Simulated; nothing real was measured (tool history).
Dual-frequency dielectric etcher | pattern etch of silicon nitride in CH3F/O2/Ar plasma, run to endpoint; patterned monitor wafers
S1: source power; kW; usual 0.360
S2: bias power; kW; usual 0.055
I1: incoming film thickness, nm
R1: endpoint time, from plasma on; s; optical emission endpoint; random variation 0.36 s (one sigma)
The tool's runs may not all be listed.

Run 1, hour 0.0: usual settings but S1 0.390 kW; I1 33.17. Result: R1 52.2 s.
Run 2, hour 50.0: usual settings but S1 0.390 kW; I1 33.12. Result: R1 52.9 s.
Run 3, hour 114.2: usual settings but S1 0.390 kW; I1 33.46. Result: R1 53.2 s.
Run 4, hour 153.6: usual settings; I1 33.64. Result: R1 54.4 s.
Run 5, hour 205.8: usual settings; I1 33.44. Result: R1 54.4 s.
Run 6, hour 238.7: usual settings; I1 33.45. Result: R1 54.1 s.
At hour 275.5: wet clean of the chamber.
Run 7, hour 306.9: usual settings; I1 33.60. Result: R1 54.1 s.
Run 8, hour 350.7: usual settings; I1 33.34. Result: R1 53.8 s.
Run 9, hour 402.4: usual settings; I1 33.47. Result: R1 53.7 s.
Run 10, hour 434.5: usual settings; I1 33.15. Result: R1 52.8 s.
At hour 465.3: upper electrode replaced.
Run 11, hour 477.5: usual settings; I1 33.25. Result: R1 53.6 s.
Run 12, hour 540.5: usual settings but S1 0.420 kW; I1 33.09. Result: R1 50.5 s.
Run 13, hour 610.9: usual settings but S1 0.330 kW, S2 0.061 kW; I1 33.12. Result: R1 53.3 s.
Run 14, hour 636.6: usual settings but S1 0.320 kW, S2 0.046 kW; I1 33.24. Result: R1 58.3 s.
Run 15, hour 680.3: usual settings but S1 0.430 kW, S2 0.064 kW; I1 33.62. Result: R1 48.8 s.
Run 16, hour 741.3: usual settings but S2 0.050 kW; I1 33.39. Result: R1 55.5 s.
At hour 779.4: bias power generator calibrated.
Run 17, hour 804.3: usual settings but S1 0.300 kW, S2 0.060 kW; I1 33.17. Result: R1 56.0 s.
At hour 829.5: source power generator calibrated.
At hour 861.7: wet clean of the chamber.
Run 18, hour 862.2: usual settings but S1 0.330 kW, S2 0.060 kW; I1 33.39. Result: R1 54.3 s.
Run 19, hour 896.6: usual settings but S1 0.290 kW, S2 0.061 kW; I1 33.36. Result: R1 56.6 s.
Run 20, hour 942.7: usual settings; I1 32.98. Result: R1 53.2 s.
Run 21, hour 1084.7: usual settings; I1 33.69. Result: R1 54.3 s.
Run 22, hour 1148.9: usual settings but S1 0.270 kW, S2 0.048 kW; I1 33.40. Result: R1 60.7 s.

3 ways to go on from here, each from the tool as it stands after run 22. What would each give?
Run A, hour 1149.3: usual settings; I1 33.38. Result: R1 ?.
Run B, hour 1149.3: usual settings but S1 0.410 kW, S2 0.067 kW; I1 33.38. Result: R1 ?.
Run C, hour 1149.3: usual settings but S1 0.310 kW, S2 0.047 kW; I1 33.38. Result: R1 ?.

run    R1
  A  53.1
  B  48.3
  C  57.9
Without the tool's hidden state the same runs would have given:
run    R1
  A  53.1
  B  48.3
  C  57.9

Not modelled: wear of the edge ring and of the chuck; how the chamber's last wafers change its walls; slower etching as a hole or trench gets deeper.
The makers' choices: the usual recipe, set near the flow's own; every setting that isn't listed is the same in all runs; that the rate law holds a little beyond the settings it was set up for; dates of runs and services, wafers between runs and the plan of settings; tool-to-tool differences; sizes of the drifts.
